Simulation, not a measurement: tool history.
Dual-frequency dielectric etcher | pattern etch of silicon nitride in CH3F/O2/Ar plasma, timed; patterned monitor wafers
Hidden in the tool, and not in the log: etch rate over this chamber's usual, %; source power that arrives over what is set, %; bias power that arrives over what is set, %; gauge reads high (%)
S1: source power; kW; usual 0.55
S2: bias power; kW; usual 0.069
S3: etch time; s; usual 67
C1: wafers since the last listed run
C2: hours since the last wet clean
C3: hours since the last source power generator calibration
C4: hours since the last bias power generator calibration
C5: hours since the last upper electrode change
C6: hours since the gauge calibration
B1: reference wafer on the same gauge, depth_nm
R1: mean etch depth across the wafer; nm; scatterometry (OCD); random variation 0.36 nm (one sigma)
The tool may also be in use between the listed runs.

{"run": 1, "hour": 0.0, "S1": 0.55, "S2": 0.069, "S3": 67, "C1": 0, "C2": 3.8, "C3": 3000.8, "C4": 3537.8, "C5": 2515.6, "C6": 181.5, "B1": 51.6, "R1": 52}
{"run": 2, "hour": 24.1, "S1": 0.55, "S2": 0.069, "S3": 67, "C1": 296, "C2": 27.9, "C3": 3024.9, "C4": 3561.9, "C5": 2539.7, "C6": 205.6, "B1": 51.4, "R1": 52.1}
{"run": 3, "hour": 67.6, "S1": 0.55, "S2": 0.069, "S3": 67, "C1": 536, "C2": 71.4, "C3": 3068.4, "C4": 3605.4, "C5": 2583.2, "C6": 249.1, "B1": 51.5, "R1": 52.5}
{"run": 4, "hour": 135.9, "S1": 0.51, "S2": 0.069, "S3": 67, "C1": 841, "C2": 139.7, "C3": 3136.7, "C4": 3673.7, "C5": 2651.5, "C6": 317.4, "B1": 51.6, "R1": 50.8}
{"run": 5, "hour": 181.7, "S1": 0.51, "S2": 0.069, "S3": 67, "C1": 564, "C2": 185.5, "C3": 3182.5, "C4": 3719.5, "C5": 2697.3, "C6": 363.2, "B1": 51.6, "R1": 51.3}
{"run": 6, "hour": 282.8, "S1": 0.51, "S2": 0.069, "S3": 67, "C1": 1245, "C2": 286.6, "C3": 3283.6, "C4": 3820.6, "C5": 2798.4, "C6": 464.3, "B1": 51.6, "R1": 51.5}
{"run": 7, "hour": 328.2, "S1": 0.55, "S2": 0.069, "S3": 67, "C1": 559, "C2": 332, "C3": 3329, "C4": 3866, "C5": 2843.8, "C6": 509.7, "B1": 51.4, "R1": 53.4}
{"hour": 360.7, "done": "gauge calibrated"}
{"run": 8, "hour": 373.4, "S1": 0.44, "S2": 0.069, "S3": 77, "C1": 557, "C2": 377.2, "C3": 3374.2, "C4": 3911.2, "C5": 2889, "C6": 12.7, "B1": 51.6, "R1": 56}
{"run": 9, "hour": 419.1, "S1": 0.55, "S2": 0.064, "S3": 67, "C1": 563, "C2": 422.9, "C3": 3419.9, "C4": 3956.9, "C5": 2934.7, "C6": 58.4, "B1": 51.5, "R1": 51.6}
{"run": 10, "hour": 468.6, "S1": 0.68, "S2": 0.069, "S3": 50.5, "C1": 610, "C2": 472.4, "C3": 3469.4, "C4": 4006.4, "C5": 2984.2, "C6": 107.9, "B1": 51.6, "R1": 44.2}
{"run": 11, "hour": 492.6, "S1": 0.61, "S2": 0.069, "S3": 67, "C1": 295, "C2": 496.4, "C3": 3493.4, "C4": 4030.4, "C5": 3008.2, "C6": 131.9, "B1": 51.5, "R1": 56.8}
{"hour": 499.9, "done": "source power generator calibrated"}
{"hour": 560.6, "done": "upper electrode replaced"}
{"run": 12, "hour": 561.1, "S1": 0.61, "S2": 0.069, "S3": 67, "C1": 499, "C2": 564.9, "C3": 61.2, "C4": 4098.9, "C5": 0.5, "C6": 200.4, "B1": 51.5, "R1": 56.8}
{"hour": 584.7, "done": "bias power generator calibrated"}
{"hour": 600.7, "done": "wet clean of the chamber"}
{"run": 13, "hour": 601.2, "S1": 0.55, "S2": 0.069, "S3": 56, "C1": 248, "C2": 0.5, "C3": 101.3, "C4": 16.5, "C5": 40.6, "C6": 240.5, "B1": 51.5, "R1": 43.9}
{"run": 14, "hour": 689.5, "S1": 0.63, "S2": 0.074, "S3": 54, "C1": 1088, "C2": 88.8, "C3": 189.6, "C4": 104.8, "C5": 128.9, "C6": 328.8, "B1": 51.5, "R1": 46.1}
{"run": 15, "hour": 754.9, "S1": 0.55, "S2": 0.069, "S3": 56, "C1": 805, "C2": 154.2, "C3": 255, "C4": 170.2, "C5": 194.3, "C6": 394.2, "B1": 51.6, "R1": 43.9}

Forecast each of these 3 alternatives for the next run:
{"run": "A", "hour": 755.3, "S1": 0.55, "S2": 0.069, "S3": 67, "C1": 4, "C2": 154.6, "C3": 255.4, "C4": 170.6, "C5": 194.7, "C6": 394.6, "B1": "?", "R1": "?"}
{"run": "B", "hour": 755.3, "S1": 0.55, "S2": 0.086, "S3": 67, "C1": 4, "C2": 154.6, "C3": 255.4, "C4": 170.6, "C5": 194.7, "C6": 394.6, "B1": "?", "R1": "?"}
{"run": "C", "hour": 755.3, "S1": 0.55, "S2": 0.064, "S3": 50, "C1": 4, "C2": 154.6, "C3": 255.4, "C4": 170.6, "C5": 194.7, "C6": 394.6, "B1": "?", "R1": "?"}

run=A B1=51.5 R1=52.6
run=B B1=51.5 R1=58.3
run=C B1=51.5 R1=37.9
Without the tool's hidden state the same runs would have given:
run=A R1=51.7
run=B R1=57.3
run=C R1=37.2
